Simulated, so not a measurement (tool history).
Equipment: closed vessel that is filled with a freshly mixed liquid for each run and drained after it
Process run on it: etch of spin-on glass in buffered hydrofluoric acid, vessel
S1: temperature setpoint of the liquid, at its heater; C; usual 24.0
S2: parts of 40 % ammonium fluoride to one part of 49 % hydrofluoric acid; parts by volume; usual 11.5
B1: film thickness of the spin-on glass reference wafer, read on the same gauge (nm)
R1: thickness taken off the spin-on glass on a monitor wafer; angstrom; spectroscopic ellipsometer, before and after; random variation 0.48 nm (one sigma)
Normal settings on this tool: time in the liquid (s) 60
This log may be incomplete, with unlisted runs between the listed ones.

{"run": 1, "hour": 0.0, "S1": 24.0, "S2": 11.5, "time in the liquid (s)": 60, "B1": 40.02, "R1": 989.5}
{"run": 2, "hour": 33.5, "S1": 24.0, "S2": 11.5, "time in the liquid (s)": 60, "B1": 40.03, "R1": 984.5}
{"run": 3, "hour": 60.3, "S1": 24.0, "S2": 11.5, "time in the liquid (s)": 60, "B1": 40.0, "R1": 977.7}
{"run": 4, "hour": 124.0, "S1": 24.0, "S2": 11.5, "time in the liquid (s)": 60, "B1": 39.99, "R1": 974.0}
{"run": 5, "hour": 156.2, "S1": 24.0, "S2": 11.5, "time in the liquid (s)": 60, "B1": 39.97, "R1": 970.0}
{"run": 6, "hour": 203.4, "S1": 24.0, "S2": 11.5, "time in the liquid (s)": 60, "B1": 39.97, "R1": 972.5}
{"run": 7, "hour": 273.6, "S1": 24.0, "S2": 11.5, "time in the liquid (s)": 60, "B1": 40.03, "R1": 964.4}
{"run": 8, "hour": 322.5, "S1": 24.0, "S2": 11.5, "time in the liquid (s)": 60, "B1": 39.99, "R1": 963.9}
{"run": 9, "hour": 357.7, "S1": 24.0, "S2": 11.5, "time in the liquid (s)": 60, "B1": 40.06, "R1": 957.3}
{"run": 10, "hour": 426.4, "S1": 24.0, "S2": 11.5, "time in the liquid (s)": 60, "B1": 40.0, "R1": 955.1}
{"run": 11, "hour": 470.2, "S1": 24.0, "S2": 11.5, "time in the liquid (s)": 60, "B1": 40.02, "R1": 943.7}
{"hour": 530.6, "done": "hydrofluoric acid flow meter replaced"}
{"run": 12, "hour": 533.9, "S1": 26.0, "S2": 11.5, "time in the liquid (s)": 60, "B1": 39.97, "R1": 1083.6}
{"hour": 585.2, "done": "gauge calibrated"}
{"run": 13, "hour": 591.1, "S1": 26.0, "S2": 11.5, "time in the liquid (s)": 60, "B1": 40.01, "R1": 1091.7}
{"hour": 626.1, "done": "thermometer replaced"}
{"run": 14, "hour": 657.4, "S1": 26.0, "S2": 11.5, "time in the liquid (s)": 60, "B1": 40.04, "R1": 1111.7}
{"run": 15, "hour": 848.5, "S1": 24.0, "S2": 11.5, "time in the liquid (s)": 60, "B1": 40.02, "R1": 990.8}
{"run": 16, "hour": 886.9, "S1": 24.0, "S2": 11.5, "time in the liquid (s)": 60, "B1": 40.03, "R1": 988.4}
{"run": 17, "hour": 929.7, "S1": 24.0, "S2": 14.5, "time in the liquid (s)": 90, "B1": 40.05, "R1": 1179.0}
{"run": 18, "hour": 1000.7, "S1": 26.5, "S2": 9.0, "time in the liquid (s)": 50, "B1": 40.02, "R1": 1164.2}
{"hour": 1059.1, "done": "hydrofluoric acid flow meter replaced"}
{"run": 19, "hour": 1072.5, "S1": 24.0, "S2": 11.5, "time in the liquid (s)": 60, "B1": 39.97, "R1": 999.6}
{"run": 20, "hour": 1118.1, "S1": 19.5, "S2": 11.5, "time in the liquid (s)": 60, "B1": 40.01, "R1": 778.9}
{"run": 21, "hour": 1186.6, "S1": 24.0, "S2": 8.5, "time in the liquid (s)": 35, "B1": 40.01, "R1": 757.8}
{"run": 22, "hour": 1214.2, "S1": 24.0, "S2": 14.0, "time in the liquid (s)": 40, "B1": 39.99, "R1": 545.3}
{"run": 23, "hour": 1241.4, "S1": 26.0, "S2": 10.0, "time in the liquid (s)": 40, "B1": 40.02, "R1": 839.9}
{"run": 24, "hour": 1279.4, "S1": 24.0, "S2": 11.5, "time in the liquid (s)": 60, "B1": 39.94, "R1": 983.8}
{"run": 25, "hour": 1337.3, "S1": 24.0, "S2": 8.5, "time in the liquid (s)": 60, "B1": 39.98, "R1": 1277.3}
{"run": 26, "hour": 1363.8, "S1": 24.0, "S2": 11.5, "time in the liquid (s)": 40, "B1": 40.0, "R1": 652.2}
{"run": 27, "hour": 1388.8, "S1": 24.0, "S2": 11.5, "time in the liquid (s)": 60, "B1": 40.02, "R1": 979.3}
{"run": 28, "hour": 1446.0, "S1": 27.0, "S2": 13.5, "time in the liquid (s)": 45, "B1": 40.0, "R1": 739.4}

Same runs, no hidden state in the tool, same run-to-run variation:
What the log doesn't record here: liquid colder than its thermometer reads (K); hydrofluoric acid flow below the setpoint (%); gauge reads high (%).
run=1 R1=1016.9
run=2 R1=1013.9
run=3 R1=1008.8
run=4 R1=1009.1
run=5 R1=1007.1
run=6 R1=1012.7
run=7 R1=1008.9
run=8 R1=1011.9
run=9 R1=1007.2
run=10 R1=1009.5
run=11 R1=1000.1
run=12 R1=1119.6
run=13 R1=1132.4
run=14 R1=1120.6
run=15 R1=1010.9
run=16 R1=1010.9
run=17 R1=1209.9
run=18 R1=1189.8
run=19 R1=1010.0
run=20 R1=789.3
run=21 R1=771.8
run=22 R1=556.0
run=23 R1=857.9
run=24 R1=1007.5
run=25 R1=1315.3
run=26 R1=671.3
run=27 R1=1009.9
run=28 R1=765.3
